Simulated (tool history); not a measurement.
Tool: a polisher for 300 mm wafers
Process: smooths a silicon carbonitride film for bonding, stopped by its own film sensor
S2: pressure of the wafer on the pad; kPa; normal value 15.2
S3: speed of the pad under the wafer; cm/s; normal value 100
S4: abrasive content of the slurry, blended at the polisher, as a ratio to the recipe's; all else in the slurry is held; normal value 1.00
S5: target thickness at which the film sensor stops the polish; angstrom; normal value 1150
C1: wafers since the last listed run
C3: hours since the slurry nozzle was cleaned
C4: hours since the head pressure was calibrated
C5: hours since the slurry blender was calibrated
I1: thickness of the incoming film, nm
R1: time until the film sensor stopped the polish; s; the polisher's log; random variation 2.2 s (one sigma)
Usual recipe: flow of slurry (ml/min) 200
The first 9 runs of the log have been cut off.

run 10 hour=146.8 | flow_of_slurry_(ml/min)=200 S2=15.2 S3=100 S4=1.00 S5=1150 | C1=56 wafers_polished_on_this_pad=382 C3=592.3 C4=693.5 C5=13.6 | I1=150.6 | R1=110.2
run 11 hour=160.7 | flow_of_slurry_(ml/min)=200 S2=15.2 S3=100 S4=1.00 S5=1150 | C1=70 wafers_polished_on_this_pad=452 C3=606.2 C4=707.4 C5=27.5 | I1=149.5 | R1=106.7
-- hour=168.8 slurry nozzle cleaned
run 12 hour=173.9 | flow_of_slurry_(ml/min)=200 S2=15.2 S3=100 S4=1.00 S5=1150 | C1=61 wafers_polished_on_this_pad=514 C3=5.1 C4=720.6 C5=40.7 | I1=149.3 | R1=108.6
run 13 hour=186.6 | flow_of_slurry_(ml/min)=200 S2=15.2 S3=100 S4=1.00 S5=1150 | C1=64 wafers_polished_on_this_pad=578 C3=17.8 C4=733.3 C5=53.4 | I1=150.6 | R1=112.9
run 14 hour=195.1 | flow_of_slurry_(ml/min)=200 S2=15.2 S3=100 S4=1.00 S5=1150 | C1=42 wafers_polished_on_this_pad=621 C3=26.3 C4=741.8 C5=61.9 | I1=149.5 | R1=108.8
run 15 hour=202.2 | flow_of_slurry_(ml/min)=170 S2=18.6 S3=100 S4=1.00 S5=1150 | C1=35 wafers_polished_on_this_pad=657 C3=33.4 C4=748.9 C5=69.0 | I1=150.5 | R1=90.9
run 16 hour=215.7 | flow_of_slurry_(ml/min)=200 S2=15.2 S3=100 S4=1.10 S5=1150 | C1=68 wafers_polished_on_this_pad=725 C3=46.9 C4=762.4 C5=82.5 | I1=149.1 | R1=99.7
run 17 hour=225.0 | flow_of_slurry_(ml/min)=200 S2=15.2 S3=100 S4=0.90 S5=1150 | C1=47 wafers_polished_on_this_pad=772 C3=56.2 C4=771.7 C5=91.8 | I1=150.5 | R1=116.4
run 18 hour=234.5 | flow_of_slurry_(ml/min)=200 S2=10.3 S3=84 S4=1.00 S5=1150 | C1=48 wafers_polished_on_this_pad=820 C3=65.7 C4=781.2 C5=101.3 | I1=151.5 | R1=189.9
run 19 hour=251.9 | flow_of_slurry_(ml/min)=200 S2=15.2 S3=100 S4=1.00 S5=1150 | C1=87 wafers_polished_on_this_pad=908 C3=83.1 C4=798.6 C5=118.7 | I1=151.0 | R1=113.5
run 20 hour=261.0 | flow_of_slurry_(ml/min)=200 S2=9.7 S3=116 S4=0.80 S5=1040 | C1=46 wafers_polished_on_this_pad=954 C3=92.2 C4=807.7 C5=127.8 | I1=148.8 | R1=222.1
run 21 hour=276.5 | flow_of_slurry_(ml/min)=170 S2=18.6 S3=100 S4=1.00 S5=1150 | C1=78 wafers_polished_on_this_pad=1033 C3=107.7 C4=823.2 C5=143.3 | I1=148.8 | R1=89.9
-- hour=282.3 worn pad replaced by a new one
run 22 hour=283.7 | flow_of_slurry_(ml/min)=250 S2=15.2 S3=100 S4=1.00 S5=1060 | C1=16 wafers_polished_on_this_pad=7 C3=114.9 C4=830.4 C5=150.5 | I1=150.2 | R1=134.1
-- hour=289.3 head pressure recalibrated
run 23 hour=313.7 | flow_of_slurry_(ml/min)=200 S2=15.2 S3=100 S4=1.00 S5=1150 | C1=141 wafers_polished_on_this_pad=148 C3=144.9 C4=24.4 C5=180.5 | I1=148.9 | R1=105.1
run 24 hour=327.7 | flow_of_slurry_(ml/min)=200 S2=13.1 S3=100 S4=1.00 S5=1250 | C1=70 wafers_polished_on_this_pad=219 C3=158.9 C4=38.4 C5=194.5 | I1=153.0 | R1=100.5
-- hour=330.3 slurry blender recalibrated
run 25 hour=343.5 | flow_of_slurry_(ml/min)=155 S2=16.5 S3=100 S4=1.00 S5=1150 | C1=69 wafers_polished_on_this_pad=289 C3=174.7 C4=54.2 C5=13.2 | I1=148.9 | R1=101.9
run 26 hour=360.2 | flow_of_slurry_(ml/min)=250 S2=15.2 S3=100 S4=0.80 S5=1150 | C1=84 wafers_polished_on_this_pad=373 C3=191.4 C4=70.9 C5=29.9 | I1=148.3 | R1=113.5
run 27 hour=374.4 | flow_of_slurry_(ml/min)=200 S2=15.2 S3=100 S4=1.00 S5=1150 | C1=71 wafers_polished_on_this_pad=445 C3=205.6 C4=85.1 C5=44.1 | I1=151.1 | R1=113.5
run 28 hour=383.5 | flow_of_slurry_(ml/min)=200 S2=10.3 S3=100 S4=1.15 S5=1150 | C1=46 wafers_polished_on_this_pad=491 C3=214.7 C4=94.2 C5=53.2 | I1=150.7 | R1=156.1
run 29 hour=397.7 | flow_of_slurry_(ml/min)=200 S2=15.2 S3=100 S4=1.00 S5=1150 | C1=71 wafers_polished_on_this_pad=563 C3=228.9 C4=108.4 C5=67.4 | I1=149.5 | R1=109.1
run 30 hour=411.8 | flow_of_slurry_(ml/min)=200 S2=13.8 S3=100 S4=1.20 S5=1150 | C1=71 wafers_polished_on_this_pad=634 C3=243.0 C4=122.5 C5=81.5 | I1=149.2 | R1=109.6
run 31 hour=421.2 | flow_of_slurry_(ml/min)=200 S2=15.2 S3=100 S4=1.00 S5=1030 | C1=47 wafers_polished_on_this_pad=682 C3=252.4 C4=131.9 C5=90.9 | I1=148.6 | R1=148.9

Here are 3 independent what-if runs from the current tool condition. What would each one return?
run A hour=421.7 | flow_of_slurry_(ml/min)=200 S2=15.2 S3=100 S4=1.00 S5=1150 | C1=2 wafers_polished_on_this_pad=684 C3=252.9 C4=132.4 C5=91.4 | I1=152.8 | R1=?
run B hour=421.7 | flow_of_slurry_(ml/min)=200 S2=15.2 S3=100 S4=1.20 S5=1150 | C1=2 wafers_polished_on_this_pad=684 C3=252.9 C4=132.4 C5=91.4 | I1=152.8 | R1=?
run C hour=421.7 | flow_of_slurry_(ml/min)=200 S2=15.2 S3=100 S4=1.00 S5=1110 | C1=2 wafers_polished_on_this_pad=684 C3=252.9 C4=132.4 C5=91.4 | I1=152.8 | R1=?

run=A R1=121.3
run=B R1=111.5
run=C R1=134.1
The same runs, with their run-to-run variation unchanged, on a tool lacking any hidden condition would have given:
run=A R1=121.3
run=B R1=111.5
run=C R1=134.1
